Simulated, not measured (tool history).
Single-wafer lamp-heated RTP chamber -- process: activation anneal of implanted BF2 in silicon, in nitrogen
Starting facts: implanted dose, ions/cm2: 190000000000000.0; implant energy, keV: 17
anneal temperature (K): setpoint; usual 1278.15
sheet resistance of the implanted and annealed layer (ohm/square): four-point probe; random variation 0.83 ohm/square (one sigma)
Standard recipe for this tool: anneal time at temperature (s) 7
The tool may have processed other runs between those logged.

| run | hour | anneal temperature (K) | anneal time at temperature (s) | wafers since the last listed run | wafers since the last pyrometer calibration | wafers since the reflector plate was cleaned | hours since the gauge calibration | read-back reference wafer on the same gauge, sheet resistance | sheet resistance of the implanted and annealed layer (ohm/square) |
|---|---|---|---|---|---|---|---|---|---|
| 1 | 0.0 | 1278.15 | 7 | 0 | 3495 | 5169 | 150.3 | 640.94 | 553.22 |
| 2 | 22.4 | 1278.15 | 7 | 425 | 3921 | 5595 | 172.7 | 641.35 | 555.22 |
| 3 | 47.4 | 1293.15 | 4 | 475 | 4396 | 6070 | 197.7 | 641.32 | 556.67 |
|  | 60.3 | pyrometer window cleaned and pyrometer calibrated |
| 4 | 78.4 | 1293.15 | 4 | 437 | 343 | 6508 | 228.7 | 641.71 | 557.09 |
| 5 | 97.0 | 1278.15 | 7 | 353 | 697 | 6861 | 247.3 | 641.82 | 555.22 |
| 6 | 111.3 | 1278.15 | 7 | 271 | 969 | 7133 | 261.6 | 641.69 | 555.10 |
| 7 | 135.8 | 1269.15 | 7 | 465 | 1435 | 7599 | 286.1 | 642.05 | 553.82 |
| 8 | 160.8 | 1278.15 | 7 | 475 | 1910 | 8074 | 311.1 | 642.29 | 555.17 |
| 9 | 186.8 | 1278.15 | 7 | 494 | 2404 | 8569 | 337.1 | 642.38 | 556.08 |
| 10 | 206.0 | 1289.15 | 7 | 365 | 2770 | 8934 | 356.3 | 642.76 | 555.17 |
| 11 | 236.2 | 1289.15 | 7 | 574 | 3344 | 9508 | 386.5 | 643.11 | 555.30 |
| 12 | 263.6 | 1278.15 | 7 | 520 | 3865 | 10029 | 413.9 | 643.30 | 555.38 |
| 13 | 278.2 | 1278.15 | 7 | 277 | 4142 | 10307 | 428.5 | 643.61 | 555.75 |
| 14 | 302.9 | 1278.15 | 7 | 469 | 4612 | 10776 | 453.2 | 644.16 | 555.82 |
| 15 | 337.8 | 1278.15 | 7 | 663 | 5275 | 11440 | 488.1 | 644.51 | 556.39 |
|  | 347.6 | pyrometer window cleaned and pyrometer calibrated |
| 16 | 355.3 | 1268.15 | 7 | 180 | 145 | 11620 | 505.6 | 644.83 | 557.52 |
| 17 | 383.8 | 1278.15 | 7 | 541 | 687 | 12162 | 534.1 | 645.25 | 557.24 |
| 18 | 399.8 | 1278.15 | 9 | 304 | 992 | 12466 | 550.1 | 645.73 | 557.42 |
| 19 | 424.4 | 1278.15 | 7 | 467 | 1459 | 12934 | 574.7 | 645.94 | 558.71 |
|  | 436.0 | reflector plate cleaned |
| 20 | 495.4 | 1251.15 | 9 | 1197 | 2657 | 1129 | 645.7 | 647.44 | 561.29 |
| 21 | 527.2 | 1259.15 | 4 | 604 | 3262 | 1734 | 677.5 | 648.41 | 561.72 |
| 22 | 548.3 | 1270.15 | 7 | 401 | 3663 | 2135 | 698.6 | 648.51 | 560.26 |
| 23 | 594.0 | 1278.15 | 7 | 868 | 4532 | 3004 | 744.3 | 649.80 | 561.32 |
|  | 615.1 | pyrometer window cleaned and pyrometer calibrated |
| 24 | 615.6 | 1278.15 | 7 | 258 | 9 | 3262 | 765.9 | 650.15 | 561.25 |
|  | 672.8 | gauge calibrated |
| 25 | 688.7 | 1304.15 | 7 | 1389 | 1399 | 4652 | 15.9 | 639.52 | 551.99 |
| 26 | 723.2 | 1287.15 | 10 | 655 | 2055 | 5308 | 50.4 | 639.52 | 552.79 |
| 27 | 745.0 | 1278.15 | 3 | 414 | 2469 | 5723 | 72.2 | 639.50 | 552.60 |
| 28 | 799.6 | 1298.15 | 3 | 1038 | 3507 | 6761 | 126.8 | 639.80 | 555.95 |
| 29 | 829.0 | 1260.15 | 9 | 558 | 4066 | 7320 | 156.2 | 639.88 | 553.34 |
| 30 | 863.3 | 1250.15 | 5 | 652 | 4719 | 7972 | 190.5 | 639.78 | 558.05 |
| 31 | 887.1 | 1299.15 | 10 | 452 | 5171 | 8424 | 214.3 | 640.21 | 551.71 |
|  | 896.1 | pyrometer window cleaned and pyrometer calibrated |
| 32 | 920.5 | 1292.15 | 7 | 482 | 464 | 8907 | 247.7 | 640.31 | 553.72 |
| 33 | 933.3 | 1278.15 | 10 | 243 | 707 | 9151 | 260.5 | 640.59 | 551.19 |
| 34 | 951.5 | 1298.15 | 3 | 346 | 1054 | 9497 | 278.7 | 640.66 | 554.63 |

Branching from run 34: 3 alternative next runs. What would each branch give?
| A | 951.9 | 1306.15 | 7 | 7 | 1061 | 9504 | 279.1 | ? | ? |
| B | 951.9 | 1302.15 | 7 | 7 | 1061 | 9504 | 279.1 | ? | ? |
| C | 951.9 | 1300.15 | 11 | 7 | 1061 | 9504 | 279.1 | ? | ? |

| run | read-back reference wafer on the same gauge, sheet resistance | sheet resistance of the implanted and annealed layer (ohm/square) |
|---|---|---|
| A | 640.84 | 555.15 |
| B | 640.84 | 555.04 |
| C | 640.84 | 552.49 |
Had the tool no hidden state, the same runs would have come out as:
| run | sheet resistance of the implanted and annealed layer (ohm/square) |
|---|---|
| A | 554.55 |
| B | 554.44 |
| C | 551.90 |

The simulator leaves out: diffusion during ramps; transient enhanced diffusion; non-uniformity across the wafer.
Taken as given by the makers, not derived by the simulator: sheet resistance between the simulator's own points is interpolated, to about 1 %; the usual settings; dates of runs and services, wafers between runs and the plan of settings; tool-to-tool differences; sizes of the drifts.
